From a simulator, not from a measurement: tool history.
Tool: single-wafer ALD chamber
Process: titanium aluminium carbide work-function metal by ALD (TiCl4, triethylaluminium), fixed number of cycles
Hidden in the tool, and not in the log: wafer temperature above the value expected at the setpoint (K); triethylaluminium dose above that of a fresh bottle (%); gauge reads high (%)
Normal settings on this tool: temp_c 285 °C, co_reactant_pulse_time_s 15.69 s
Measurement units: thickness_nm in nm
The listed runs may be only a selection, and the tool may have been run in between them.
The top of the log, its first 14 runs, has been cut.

run	hour	temp_c	co_reactant_pulse_time_s	wafers since the last listed run	hours since the last thermocouple change	hours since the last triethylaluminium bottle change	hours since the showerhead was replaced	hours since the gauge calibration	read-back reference wafer on the same gauge, thickness_nm	thickness_nm
15	676.6	285	15.69	347	160.9	1499.9	113.3	2594.3	2.179	2.161
16	711.3	285	15.69	355	195.6	1534.6	148	2629	2.178	2.17
17	747.1	285	15.69	366	231.4	1570.4	183.8	2664.8	2.18	2.165
18	777.1	285	15.69	307	261.4	1600.4	213.8	2694.8	2.18	2.15
# hour 813.7: gauge calibrated
19	876.5	285	12.04	1017	360.8	1699.8	313.2	62.8	2.18	2.129
20	930.6	271	21.63	553	414.9	1753.9	367.3	116.9	2.182	2.046
21	974.3	285	15.69	447	458.6	1797.6	411	160.6	2.181	2.143
# hour 1002.3: triethylaluminium bottle replaced
22	1044.7	281	15.69	638	529	42.4	481.4	231	2.178	2.104
23	1079.2	285	15.69	353	563.5	76.9	515.9	265.5	2.181	2.146
24	1167.6	279	15.69	905	651.9	165.3	604.3	353.9	2.18	2.09
25	1223.4	289	15.69	571	707.7	221.1	660.1	409.7	2.18	2.205
26	1273.5	279	13.88	512	757.8	271.2	710.2	459.8	2.179	2.095
27	1335.8	278	19.28	637	820.1	333.5	772.5	522.1	2.178	2.092
28	1380.2	279	12.87	454	864.5	377.9	816.9	566.5	2.18	2.083
29	1442	285	15.69	632	926.3	439.7	878.7	628.3	2.177	2.133
30	1481.1	291	10.48	400	965.4	478.8	917.8	667.4	2.182	2.132
31	1525.9	275	10.07	458	1010.2	523.6	962.6	712.2	2.18	1.979
32	1570.7	285	15.69	458	1055	568.4	1007.4	757	2.18	2.133
33	1608.8	291	17.66	390	1093.1	606.5	1045.5	795.1	2.18	2.178

Predict each of these 4 candidate next runs independently; none follows another, all start after run 33:
A	1609.2	285	15.69	4	1093.5	606.9	1045.9	795.5	?	?
B	1609.2	300	13.2	4	1093.5	606.9	1045.9	795.5	?	?
C	1609.2	285	10.98	4	1093.5	606.9	1045.9	795.5	?	?
D	1609.2	293	18.56	4	1093.5	606.9	1045.9	795.5	?	?

run	read-back reference wafer on the same gauge, thickness_nm	thickness_nm
A	2.178	2.136
B	2.178	2.251
C	2.178	2.088
D	2.178	2.213
With the hidden condition removed and each run's random variation left untouched, the same runs would have given:
run	thickness_nm
A	2.161
B	2.277
C	2.113
D	2.238

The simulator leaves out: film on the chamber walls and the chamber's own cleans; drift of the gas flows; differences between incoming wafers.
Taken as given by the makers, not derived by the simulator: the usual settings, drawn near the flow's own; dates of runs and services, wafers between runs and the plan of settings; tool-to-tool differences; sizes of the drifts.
